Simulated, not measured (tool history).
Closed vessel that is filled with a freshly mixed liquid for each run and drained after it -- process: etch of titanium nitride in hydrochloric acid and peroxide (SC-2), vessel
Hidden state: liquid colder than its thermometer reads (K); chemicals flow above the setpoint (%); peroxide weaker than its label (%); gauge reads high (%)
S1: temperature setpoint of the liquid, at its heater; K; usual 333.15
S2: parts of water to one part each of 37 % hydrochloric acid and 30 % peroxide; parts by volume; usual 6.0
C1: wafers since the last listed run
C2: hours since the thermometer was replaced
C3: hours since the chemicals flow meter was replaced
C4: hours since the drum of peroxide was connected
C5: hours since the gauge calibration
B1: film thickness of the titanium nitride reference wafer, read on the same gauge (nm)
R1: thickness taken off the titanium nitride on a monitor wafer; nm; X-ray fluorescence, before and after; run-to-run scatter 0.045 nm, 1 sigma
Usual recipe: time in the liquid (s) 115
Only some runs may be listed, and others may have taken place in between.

run 1 hour=0.0 | S1=333.15 S2=6.0 time_in_the_liquid_(s)=115 | C1=0 C2=1485.3 C3=1478.9 C4=378.5 C5=125.1 | B1=79.99 | R1=7.74
-- hour=21.9 new drum of peroxide connected
run 2 hour=36.0 | S1=333.15 S2=6.0 time_in_the_liquid_(s)=115 | C1=4887 C2=1521.3 C3=1514.9 C4=14.1 C5=161.1 | B1=80.00 | R1=7.67
run 3 hour=98.9 | S1=333.15 S2=6.0 time_in_the_liquid_(s)=115 | C1=8783 C2=1584.2 C3=1577.8 C4=77.0 C5=224.0 | B1=79.98 | R1=7.71
run 4 hour=271.8 | S1=333.15 S2=6.0 time_in_the_liquid_(s)=115 | C1=24144 C2=1757.1 C3=1750.7 C4=249.9 C5=396.9 | B1=79.99 | R1=7.70
run 5 hour=321.4 | S1=329.15 S2=6.0 time_in_the_liquid_(s)=115 | C1=6926 C2=1806.7 C3=1800.3 C4=299.5 C5=446.5 | B1=79.99 | R1=5.94
run 6 hour=365.9 | S1=333.15 S2=6.0 time_in_the_liquid_(s)=115 | C1=6214 C2=1851.2 C3=1844.8 C4=344.0 C5=491.0 | B1=79.99 | R1=7.68
-- hour=416.2 new drum of peroxide connected
run 7 hour=419.5 | S1=333.15 S2=6.0 time_in_the_liquid_(s)=115 | C1=7345 C2=1904.8 C3=1898.4 C4=3.3 C5=544.6 | B1=80.00 | R1=7.76
run 8 hour=473.5 | S1=329.65 S2=6.0 time_in_the_liquid_(s)=115 | C1=7540 C2=1958.8 C3=1952.4 C4=57.3 C5=598.6 | B1=80.01 | R1=6.12
-- hour=474.7 thermometer replaced
run 9 hour=499.6 | S1=329.65 S2=6.0 time_in_the_liquid_(s)=115 | C1=3505 C2=24.9 C3=1978.5 C4=83.4 C5=624.7 | B1=80.00 | R1=6.16
run 10 hour=644.1 | S1=329.65 S2=6.0 time_in_the_liquid_(s)=115 | C1=20178 C2=169.4 C3=2123.0 C4=227.9 C5=769.2 | B1=80.00 | R1=6.19
-- hour=646.2 gauge calibrated
run 11 hour=684.2 | S1=326.65 S2=6.0 time_in_the_liquid_(s)=145 | C1=5599 C2=209.5 C3=2163.1 C4=268.0 C5=38.0 | B1=80.00 | R1=6.40
-- hour=688.9 chemicals flow meter replaced
run 12 hour=716.5 | S1=326.65 S2=6.0 time_in_the_liquid_(s)=145 | C1=4370 C2=241.8 C3=27.6 C4=300.3 C5=70.3 | B1=79.99 | R1=6.37
run 13 hour=763.9 | S1=326.65 S2=6.0 time_in_the_liquid_(s)=145 | C1=6619 C2=289.2 C3=75.0 C4=347.7 C5=117.7 | B1=79.99 | R1=6.44
run 14 hour=795.1 | S1=338.65 S2=4.0 time_in_the_liquid_(s)=85 | C1=4356 C2=320.4 C3=106.2 C4=378.9 C5=148.9 | B1=79.99 | R1=10.70
-- hour=824.4 new drum of peroxide connected
run 15 hour=859.1 | S1=324.15 S2=4.0 time_in_the_liquid_(s)=150 | C1=8797 C2=384.4 C3=170.2 C4=34.7 C5=212.9 | B1=79.98 | R1=7.51
run 16 hour=904.4 | S1=329.65 S2=7.0 time_in_the_liquid_(s)=55 | C1=6325 C2=429.7 C3=215.5 C4=80.0 C5=258.2 | B1=80.01 | R1=2.62
run 17 hour=942.0 | S1=336.15 S2=9.0 time_in_the_liquid_(s)=185 | C1=5250 C2=467.3 C3=253.1 C4=117.6 C5=295.8 | B1=80.02 | R1=10.88
run 18 hour=999.0 | S1=333.15 S2=6.0 time_in_the_liquid_(s)=115 | C1=7959 C2=524.3 C3=310.1 C4=174.6 C5=352.8 | B1=80.02 | R1=7.66
run 19 hour=1032.7 | S1=333.15 S2=6.0 time_in_the_liquid_(s)=115 | C1=4705 C2=558.0 C3=343.8 C4=208.3 C5=386.5 | B1=80.01 | R1=7.67
run 20 hour=1089.2 | S1=333.15 S2=6.0 time_in_the_liquid_(s)=145 | C1=7889 C2=614.5 C3=400.3 C4=264.8 C5=443.0 | B1=79.99 | R1=9.61
run 21 hour=1128.5 | S1=333.15 S2=5.0 time_in_the_liquid_(s)=165 | C1=5487 C2=653.8 C3=439.6 C4=304.1 C5=482.3 | B1=80.00 | R1=12.74
run 22 hour=1177.7 | S1=341.65 S2=6.0 time_in_the_liquid_(s)=65 | C1=6870 C2=703.0 C3=488.8 C4=353.3 C5=531.5 | B1=80.01 | R1=7.35
-- hour=1228.6 new drum of peroxide connected
run 23 hour=1247.5 | S1=333.15 S2=6.0 time_in_the_liquid_(s)=115 | C1=9607 C2=772.8 C3=558.6 C4=18.9 C5=601.3 | B1=80.00 | R1=7.67
run 24 hour=1316.1 | S1=333.15 S2=6.0 time_in_the_liquid_(s)=115 | C1=9579 C2=841.4 C3=627.2 C4=87.5 C5=669.9 | B1=80.00 | R1=7.65
run 25 hour=1410.1 | S1=342.15 S2=7.5 time_in_the_liquid_(s)=115 | C1=13126 C2=935.4 C3=721.2 C4=181.5 C5=763.9 | B1=79.99 | R1=11.13
run 26 hour=1448.2 | S1=329.15 S2=5.0 time_in_the_liquid_(s)=140 | C1=5320 C2=973.5 C3=759.3 C4=219.6 C5=802.0 | B1=79.99 | R1=8.29

What the log doesn't show, run by run:
liquid colder than its thermometer reads (K): 0 at every run
chemicals flow above the setpoint (%): 0 at every run
peroxide weaker than its label (%): 0 at every run
gauge reads high (%): 0 at every run
